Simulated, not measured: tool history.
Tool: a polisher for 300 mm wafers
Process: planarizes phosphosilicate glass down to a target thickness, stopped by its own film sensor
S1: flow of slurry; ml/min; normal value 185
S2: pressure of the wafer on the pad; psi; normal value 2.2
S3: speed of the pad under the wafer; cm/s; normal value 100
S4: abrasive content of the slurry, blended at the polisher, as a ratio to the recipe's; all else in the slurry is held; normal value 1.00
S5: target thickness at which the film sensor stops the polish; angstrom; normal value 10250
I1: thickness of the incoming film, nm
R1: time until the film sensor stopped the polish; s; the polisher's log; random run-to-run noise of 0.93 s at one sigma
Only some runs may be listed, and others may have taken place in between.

| run | day | S1 | S2 | S3 | S4 | S5 | I1 | R1 |
|---|---|---|---|---|---|---|---|---|
| 1 | 0.000 | 185 | 2.2 | 100 | 1.00 | 10250 | 1650.7 | 127.2 |
|  | 2.767 | slurry blender recalibrated |
|  | 3.171 | conditioning disc replaced and pad reconditioned |
|  | 7.396 | slurry nozzle cleaned |
| 2 | 11.554 | 185 | 2.2 | 100 | 1.00 | 10250 | 1670.0 | 120.3 |
|  | 14.688 | head pressure recalibrated |
| 3 | 15.296 | 185 | 2.2 | 100 | 1.00 | 10250 | 1650.1 | 119.1 |
|  | 18.475 | worn pad replaced by a new one |
| 4 | 19.062 | 185 | 2.2 | 100 | 1.00 | 10250 | 1659.3 | 120.3 |
|  | 19.612 | slurry blender recalibrated |
|  | 21.404 | conditioning disc replaced and pad reconditioned |
| 5 | 21.975 | 185 | 2.2 | 100 | 1.00 | 10250 | 1659.4 | 113.4 |
| 6 | 24.371 | 185 | 2.2 | 100 | 1.00 | 10250 | 1654.2 | 114.7 |
| 7 | 28.575 | 140 | 2.2 | 100 | 0.80 | 10250 | 1670.4 | 147.6 |
| 8 | 30.225 | 185 | 2.2 | 110 | 1.00 | 10250 | 1663.2 | 117.2 |
| 9 | 33.425 | 185 | 2.2 | 100 | 0.95 | 10250 | 1668.6 | 134.3 |
|  | 36.083 | slurry nozzle cleaned |
| 10 | 37.083 | 185 | 2.2 | 100 | 0.95 | 10250 | 1660.4 | 126.5 |
| 11 | 39.638 | 185 | 2.2 | 86 | 1.00 | 11950 | 1677.8 | 103.5 |
|  | 40.079 | worn pad replaced by a new one |
|  | 40.258 | slurry blender recalibrated |
| 12 | 41.950 | 185 | 2.2 | 88 | 0.80 | 9070 | 1635.2 | 175.7 |
|  | 43.358 | conditioning disc replaced and pad reconditioned |
| 13 | 45.638 | 185 | 2.2 | 100 | 1.10 | 10250 | 1662.6 | 108.8 |
|  | 47.467 | head pressure recalibrated |
| 14 | 49.588 | 185 | 2.2 | 120 | 1.00 | 11550 | 1664.2 | 83.3 |
|  | 57.508 | worn pad replaced by a new one |
|  | 60.829 | slurry nozzle cleaned |
|  | 61.208 | slurry blender recalibrated |
|  | 62.050 | conditioning disc replaced and pad reconditioned |
| 15 | 62.621 | 120 | 2.2 | 134 | 0.75 | 10250 | 1664.5 | 111.8 |
| 16 | 65.746 | 135 | 1.5 | 100 | 1.20 | 8380 | 1642.6 | 208.3 |
| 17 | 68.038 | 185 | 2.2 | 100 | 1.00 | 10250 | 1682.1 | 122.8 |
| 18 | 72.100 | 140 | 2.9 | 132 | 0.90 | 10250 | 1658.6 | 86.6 |
| 19 | 74.025 | 215 | 2.7 | 100 | 1.00 | 10250 | 1627.7 | 94.9 |
|  | 75.050 | worn pad replaced by a new one |
| 20 | 77.329 | 185 | 2.2 | 100 | 0.85 | 10250 | 1665.9 | 135.6 |
| 21 | 78.900 | 170 | 1.6 | 124 | 1.00 | 12090 | 1651.9 | 101.6 |
| 22 | 80.775 | 185 | 2.2 | 100 | 1.00 | 10250 | 1661.7 | 126.2 |
|  | 81.212 | slurry blender recalibrated |
|  | 82.829 | head pressure recalibrated |
|  | 84.342 | conditioning disc replaced and pad reconditioned |
| 23 | 84.725 | 185 | 2.5 | 124 | 0.70 | 11030 | 1650.8 | 91.2 |
| 24 | 86.238 | 185 | 2.2 | 100 | 1.00 | 10250 | 1682.6 | 123.9 |

Measured less the same run without the tool's hidden state. The same run-to-run variation is in both; the gauge's scatter may not be:
Unlogged tool condition in this case: removal rate lost through wear of the pad, %; slurry flow missing at the pad, %; deviation of the head's pressure from its setpoint, %; abrasive missing from the slurry, %; time polished since the conditioner stopped cutting, s.
| run | R1 |
|---|---|
| 1 | +19.2 |
| 2 | +11.1 |
| 3 | +12.7 |
| 4 | +14.2 |
| 5 | +4.5 |
| 6 | +9.1 |
| 7 | +19.0 |
| 8 | +16.7 |
| 9 | +21.0 |
| 10 | +15.6 |
| 11 | +11.8 |
| 12 | +20.9 |
| 13 | +5.4 |
| 14 | +8.6 |
| 15 | +3.9 |
| 16 | +12.2 |
| 17 | +11.2 |
| 18 | +14.6 |
| 19 | +13.2 |
| 20 | +18.5 |
| 21 | +13.8 |
| 22 | +18.8 |
| 23 | +6.5 |
| 24 | +12.2 |
